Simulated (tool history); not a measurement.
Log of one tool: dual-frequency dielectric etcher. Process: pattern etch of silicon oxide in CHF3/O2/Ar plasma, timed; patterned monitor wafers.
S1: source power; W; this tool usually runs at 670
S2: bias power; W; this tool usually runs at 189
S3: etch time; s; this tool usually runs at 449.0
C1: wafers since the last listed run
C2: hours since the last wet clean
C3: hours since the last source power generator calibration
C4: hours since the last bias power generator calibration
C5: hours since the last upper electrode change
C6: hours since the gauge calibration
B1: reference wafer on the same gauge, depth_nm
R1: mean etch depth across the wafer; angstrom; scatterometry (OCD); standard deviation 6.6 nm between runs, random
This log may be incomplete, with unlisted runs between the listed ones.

{"run": 1, "day": 0.0, "S1": 670, "S2": 189, "S3": 449.0, "C1": 0, "C2": 165.3, "C3": 3732.5, "C4": 4651.5, "C5": 1695.5, "C6": 548.7, "B1": 1070.3, "R1": 10129}
{"run": 2, "day": 1.317, "S1": 780, "S2": 189, "S3": 449.0, "C1": 128, "C2": 196.9, "C3": 3764.1, "C4": 4683.1, "C5": 1727.1, "C6": 580.3, "B1": 1070.6, "R1": 10373}
{"run": 3, "day": 2.438, "S1": 780, "S2": 189, "S3": 449.0, "C1": 109, "C2": 223.8, "C3": 3791.0, "C4": 4710.0, "C5": 1754.0, "C6": 607.2, "B1": 1070.4, "R1": 10367}
{"run": 4, "day": 2.975, "S1": 670, "S2": 189, "S3": 554.0, "C1": 52, "C2": 236.7, "C3": 3803.9, "C4": 4722.9, "C5": 1766.9, "C6": 620.1, "B1": 1068.7, "R1": 12386}
{"run": 5, "day": 4.108, "S1": 670, "S2": 189, "S3": 449.0, "C1": 110, "C2": 263.9, "C3": 3831.1, "C4": 4750.1, "C5": 1794.1, "C6": 647.3, "B1": 1070.9, "R1": 9831}
{"day": 4.333, "done": "source power generator calibrated"}
{"run": 6, "day": 5.242, "S1": 670, "S2": 189, "S3": 449.0, "C1": 94, "C2": 291.1, "C3": 21.8, "C4": 4777.3, "C5": 1821.3, "C6": 674.5, "B1": 1068.9, "R1": 9924}
{"run": 7, "day": 6.258, "S1": 670, "S2": 189, "S3": 449.0, "C1": 99, "C2": 315.5, "C3": 46.2, "C4": 4801.7, "C5": 1845.7, "C6": 698.9, "B1": 1067.6, "R1": 9963}
{"run": 8, "day": 7.238, "S1": 670, "S2": 199, "S3": 449.0, "C1": 95, "C2": 339.0, "C3": 69.7, "C4": 4825.2, "C5": 1869.2, "C6": 722.4, "B1": 1068.0, "R1": 10269}
{"day": 7.588, "done": "bias power generator calibrated"}
{"run": 9, "day": 8.225, "S1": 530, "S2": 171, "S3": 449.0, "C1": 80, "C2": 362.7, "C3": 93.4, "C4": 15.3, "C5": 1892.9, "C6": 746.1, "B1": 1069.1, "R1": 9070}
{"day": 10.921, "done": "gauge calibrated"}
{"run": 10, "day": 11.221, "S1": 670, "S2": 189, "S3": 449.0, "C1": 293, "C2": 434.6, "C3": 165.3, "C4": 87.2, "C5": 1964.8, "C6": 7.2, "B1": 1069.1, "R1": 9814}
{"run": 11, "day": 12.717, "S1": 560, "S2": 219, "S3": 520.0, "C1": 146, "C2": 470.5, "C3": 201.2, "C4": 123.1, "C5": 2000.7, "C6": 43.1, "B1": 1070.0, "R1": 11632}
{"run": 12, "day": 13.608, "S1": 780, "S2": 208, "S3": 449.0, "C1": 87, "C2": 491.9, "C3": 222.6, "C4": 144.5, "C5": 2022.1, "C6": 64.5, "B1": 1070.7, "R1": 10601}
{"run": 13, "day": 15.067, "S1": 790, "S2": 143, "S3": 533.0, "C1": 142, "C2": 526.9, "C3": 257.6, "C4": 179.5, "C5": 2057.1, "C6": 99.5, "B1": 1069.1, "R1": 10588}
{"run": 14, "day": 16.5, "S1": 670, "S2": 209, "S3": 449.0, "C1": 140, "C2": 561.3, "C3": 292.0, "C4": 213.9, "C5": 2091.5, "C6": 133.9, "B1": 1071.8, "R1": 10197}
{"run": 15, "day": 17.729, "S1": 790, "S2": 148, "S3": 393.5, "C1": 120, "C2": 590.8, "C3": 321.5, "C4": 243.4, "C5": 2121.0, "C6": 163.4, "B1": 1070.7, "R1": 7875}
{"day": 18.921, "done": "upper electrode replaced, of another model than before"}
{"run": 16, "day": 21.546, "S1": 670, "S2": 189, "S3": 449.0, "C1": 275, "C2": 682.4, "C3": 413.1, "C4": 335.0, "C5": 63.0, "C6": 255.0, "B1": 1070.9, "R1": 9701}
{"run": 17, "day": 22.825, "S1": 780, "S2": 189, "S3": 449.0, "C1": 125, "C2": 713.1, "C3": 443.8, "C4": 365.7, "C5": 93.7, "C6": 285.7, "B1": 1070.7, "R1": 9887}
{"day": 24.071, "done": "wet clean of the chamber"}
{"run": 18, "day": 24.717, "S1": 670, "S2": 189, "S3": 449.0, "C1": 87, "C2": 15.5, "C3": 489.2, "C4": 411.1, "C5": 139.1, "C6": 331.1, "B1": 1070.6, "R1": 10190}
{"run": 19, "day": 25.608, "S1": 670, "S2": 189, "S3": 449.0, "C1": 87, "C2": 36.9, "C3": 510.6, "C4": 432.5, "C5": 160.5, "C6": 352.5, "B1": 1069.2, "R1": 10141}
{"run": 20, "day": 26.188, "S1": 730, "S2": 156, "S3": 405.5, "C1": 56, "C2": 50.8, "C3": 524.5, "C4": 446.4, "C5": 174.4, "C6": 366.4, "B1": 1070.7, "R1": 8754}
{"run": 21, "day": 26.712, "S1": 670, "S2": 189, "S3": 449.0, "C1": 51, "C2": 63.4, "C3": 537.1, "C4": 459.0, "C5": 187.0, "C6": 379.0, "B1": 1070.2, "R1": 10105}
{"run": 22, "day": 27.217, "S1": 590, "S2": 204, "S3": 333.0, "C1": 49, "C2": 75.5, "C3": 549.2, "C4": 471.1, "C5": 199.1, "C6": 391.1, "B1": 1071.7, "R1": 7586}
{"run": 23, "day": 28.588, "S1": 670, "S2": 203, "S3": 449.0, "C1": 134, "C2": 108.4, "C3": 582.1, "C4": 504.0, "C5": 232.0, "C6": 424.0, "B1": 1071.9, "R1": 10368}
{"run": 24, "day": 29.375, "S1": 830, "S2": 215, "S3": 325.0, "C1": 77, "C2": 127.3, "C3": 601.0, "C4": 522.9, "C5": 250.9, "C6": 442.9, "B1": 1071.5, "R1": 7845}
{"run": 25, "day": 30.208, "S1": 540, "S2": 145, "S3": 520.0, "C1": 81, "C2": 147.3, "C3": 621.0, "C4": 542.9, "C5": 270.9, "C6": 462.9, "B1": 1068.5, "R1": 10423}
{"run": 26, "day": 31.525, "S1": 830, "S2": 165, "S3": 324.5, "C1": 128, "C2": 178.9, "C3": 652.6, "C4": 574.5, "C5": 302.5, "C6": 494.5, "B1": 1070.0, "R1": 7171}
{"run": 27, "day": 32.629, "S1": 530, "S2": 205, "S3": 367.5, "C1": 108, "C2": 205.4, "C3": 679.1, "C4": 601.0, "C5": 329.0, "C6": 521.0, "B1": 1068.3, "R1": 8131}
{"run": 28, "day": 33.679, "S1": 670, "S2": 189, "S3": 449.0, "C1": 102, "C2": 230.6, "C3": 704.3, "C4": 626.2, "C5": 354.2, "C6": 546.2, "B1": 1071.5, "R1": 9990}
{"run": 29, "day": 34.717, "S1": 670, "S2": 189, "S3": 449.0, "C1": 101, "C2": 255.5, "C3": 729.2, "C4": 651.1, "C5": 379.1, "C6": 571.1, "B1": 1069.2, "R1": 10004}
{"run": 30, "day": 36.188, "S1": 780, "S2": 230, "S3": 449.0, "C1": 144, "C2": 290.8, "C3": 764.5, "C4": 686.4, "C5": 414.4, "C6": 606.4, "B1": 1070.2, "R1": 10960}
{"run": 31, "day": 36.7, "S1": 530, "S2": 152, "S3": 386.0, "C1": 50, "C2": 303.1, "C3": 776.8, "C4": 698.7, "C5": 426.7, "C6": 618.7, "B1": 1071.9, "R1": 7712}

Forecast each of these 3 alternatives for the next run:
{"run": "A", "day": 36.721, "S1": 670, "S2": 189, "S3": 390.5, "C1": 2, "C2": 303.6, "C3": 777.3, "C4": 699.2, "C5": 427.2, "C6": 619.2, "B1": "?", "R1": "?"}
{"run": "B", "day": 36.721, "S1": 540, "S2": 208, "S3": 449.0, "C1": 2, "C2": 303.6, "C3": 777.3, "C4": 699.2, "C5": 427.2, "C6": 619.2, "B1": "?", "R1": "?"}
{"run": "C", "day": 36.721, "S1": 740, "S2": 189, "S3": 449.0, "C1": 2, "C2": 303.6, "C3": 777.3, "C4": 699.2, "C5": 427.2, "C6": 619.2, "B1": "?", "R1": "?"}

run=A B1=1070.5 R1=8587
run=B B1=1070.5 R1=9892
run=C B1=1070.5 R1=10022
With no hidden state in the tool, these same runs would have given:
run=A R1=8752
run=B R1=10083
run=C R1=10216

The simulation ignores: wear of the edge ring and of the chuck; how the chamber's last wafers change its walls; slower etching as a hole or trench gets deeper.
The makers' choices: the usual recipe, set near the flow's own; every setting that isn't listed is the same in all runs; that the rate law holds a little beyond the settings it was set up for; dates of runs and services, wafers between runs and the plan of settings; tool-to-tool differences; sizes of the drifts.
